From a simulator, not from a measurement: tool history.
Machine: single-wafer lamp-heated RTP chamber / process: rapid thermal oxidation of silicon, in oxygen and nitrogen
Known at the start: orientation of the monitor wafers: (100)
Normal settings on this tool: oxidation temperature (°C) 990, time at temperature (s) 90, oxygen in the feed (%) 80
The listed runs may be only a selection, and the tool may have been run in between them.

run,day,oxidation temperature (°C),time at temperature (s),oxygen in the feed (%),"read-back reference wafer on the same gauge, thickness",oxide thickness on the monitor wafer (nm)
1,0,990,68,80,6.411,4.96
# day 9.062: pyrometer window cleaned and pyrometer calibrated
2,9.171,990,90,80,6.401,5.614
3,13.225,990,90,80,6.394,5.585
4,16.183,990,90,80,6.386,5.592
5,19.338,990,90,80,6.404,5.577
6,22.483,990,90,96,6.396,5.967
7,26.154,1014,90,80,6.398,6.673
8,30.388,968,90,80,6.395,4.835
9,33.8,990,90,80,6.393,5.668
# day 36.071: pyrometer window cleaned and pyrometer calibrated
10,38.079,990,90,80,6.41,5.547
11,41.492,978,121,80,6.383,5.838
12,43.683,990,90,80,6.397,5.547
# day 44.471: gauge calibrated
13,45.217,990,90,80,6.4,5.564
14,49.425,990,90,80,6.408,5.617
15,53.758,1005,62,80,6.397,5.323
16,58.096,990,90,98,6.396,6.122
17,60.871,1015,60,80,6.401,5.743
# day 62.358: pyrometer window cleaned and pyrometer calibrated
18,64.108,973,125,54,6.405,5.007
19,67.608,990,90,80,6.398,5.575
20,71.579,1019,131,63,6.392,7.54
21,75.2,990,107,80,6.402,6.033
22,76.842,990,90,80,6.409,5.588
23,81.171,962,58,66,6.406,3.6
# day 82.604: oxygen flow controller replaced
# day 91.146: pyrometer window cleaned and pyrometer calibrated
24,92.696,990,62,97,6.394,5.088
25,99.171,974,90,80,6.403,4.998
26,102.258,1000,90,92,6.394,6.287
27,104.896,1013,47,98,6.41,5.364
28,108.683,990,90,80,6.401,5.671
29,112.621,990,50,80,6.402,4.402
30,115.1,990,70,54,6.406,4.435

4 ways to go on from here, each from the tool as it stands after run 30. What would each give?
A,115.117,990,90,80,?,?
B,115.117,990,126,80,?,?
C,115.117,990,105,80,?,?
D,115.117,1003,120,92,?,?

run,"read-back reference wafer on the same gauge, thickness",oxide thickness on the monitor wafer (nm)
A,6.402,5.724
B,6.402,6.662
C,6.402,6.133
D,6.402,7.544
With the hidden condition removed and each run's random variation left untouched, the same runs would have given:
run,oxide thickness on the monitor wafer (nm)
A,5.585
B,6.497
C,5.983
D,7.361
